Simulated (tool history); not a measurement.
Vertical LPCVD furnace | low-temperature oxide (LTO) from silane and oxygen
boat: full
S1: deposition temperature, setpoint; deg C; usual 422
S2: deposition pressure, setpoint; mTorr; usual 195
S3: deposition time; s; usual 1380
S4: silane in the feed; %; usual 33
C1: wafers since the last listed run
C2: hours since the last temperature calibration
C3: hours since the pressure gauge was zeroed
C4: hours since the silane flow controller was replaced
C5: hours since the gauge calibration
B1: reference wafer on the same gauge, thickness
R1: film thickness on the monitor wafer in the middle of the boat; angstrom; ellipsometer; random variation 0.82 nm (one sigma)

run    hour   S1   S2    S3  S4    C1      C2      C3      C4     C5      B1      R1
  1       0  422  195  1380  33     0  2584.1  3727.9  2271.5  300.6  154.87  1952.7
  2    35.1  422  195  1380  33   473  2619.2    3763  2306.6  335.7  155.13  1940.1
  3    88.3  422  195  1380  33   718  2672.4  3816.2  2359.8  388.9  155.04  1940.2
  4     152  422  195  1380  33   860  2736.1  3879.9  2423.5  452.6  154.96  1937.9
  5   260.7  422  195  1380  33  1467  2844.8  3988.6  2532.2  561.3  154.93  1944.4
  6   318.4  422  195  1380  33   779  2902.5  4046.3  2589.9    619  155.08  1942.3
  7   359.8  428  195  1380  33   558  2943.9  4087.7  2631.3  660.4  155.01  2087.3
  8   399.4  428  195  1380  33   534  2983.5  4127.3  2670.9    700  154.99  2075.1
      436.9  -- pressure gauge zeroed
  9   446.1  428  195  1380  33   306  3030.2     9.2  2717.6  746.7  155.07    1972
      595.8  -- gauge calibrated
 10   630.4  422  170  1380  33  2488  3214.5   193.5  2901.9   34.6  155.07  1622.7
 11   674.5  422  170  1380  33   595  3258.6   237.6    2946   78.7  155.01  1620.9
 12   700.2  422  195  1380  36   347  3284.3   263.3  2971.7  104.4  155.02  2091.6
 13   732.5  422  215  1830  33   436  3316.6   295.6    3004  136.7  155.04  2727.5
 14   758.4  422  180  1380  27   349  3342.5   321.5  3029.9  162.6  155.02  1295.7
 15   813.8  431  195  1740  33   748  3397.9   376.9  3085.3    218  155.02  2578.9
 16   863.7  432  175  1380  33   673  3447.8   426.8  3135.2  267.9  155.02  1855.1
 17   916.4  410  195  1380  33   711  3500.5   479.5  3187.9  320.6  154.86  1658.1
      963.7  -- thermocouples replaced and temperature profile calibrated
      985.5  -- silane flow controller replaced
 18     986  432  175  1380  33   321    22.3   549.1     0.5  390.2  155.08  1877.1
 19  1028.2  422  195  1380  33   569    64.5   591.3    42.7  432.4   155.1  1874.3
 20  1086.7  422  195  1380  33   789     123   649.8   101.2  490.9  155.14  1896.7
 21    1129  430  210  1710  38   571   165.3   692.1   143.5  533.2  154.95  3247.5
 22  1160.9  432  165  1380  29   430   197.2     724   175.4  565.1  154.97  1497.4
 23  1211.3  413  240  1530  27   680   247.6   774.4   225.8  615.5  155.11  1744.3
 24  1264.1  417  195  1080  39   712   300.4   827.2   278.6  668.3  155.15  1737.4

Forecast each of these 3 alternatives for the next run:
  A  1268.7  434  195  1380  33  62  305  831.8  283.2  672.9   ?   ?
  B  1268.7  422  240  1200  30  62  305  831.8  283.2  672.9   ?   ?
  C  1268.7  422  220  1380  39  62  305  831.8  283.2  672.9   ?   ?

run      B1      R1
  A  155.07  2142.7
  B  155.07  1770.3
  C  155.07    2619
Without the tool's hidden state the same runs would have given:
run      R1
  A  2108.3
  B  1747.1
  C  2581.6
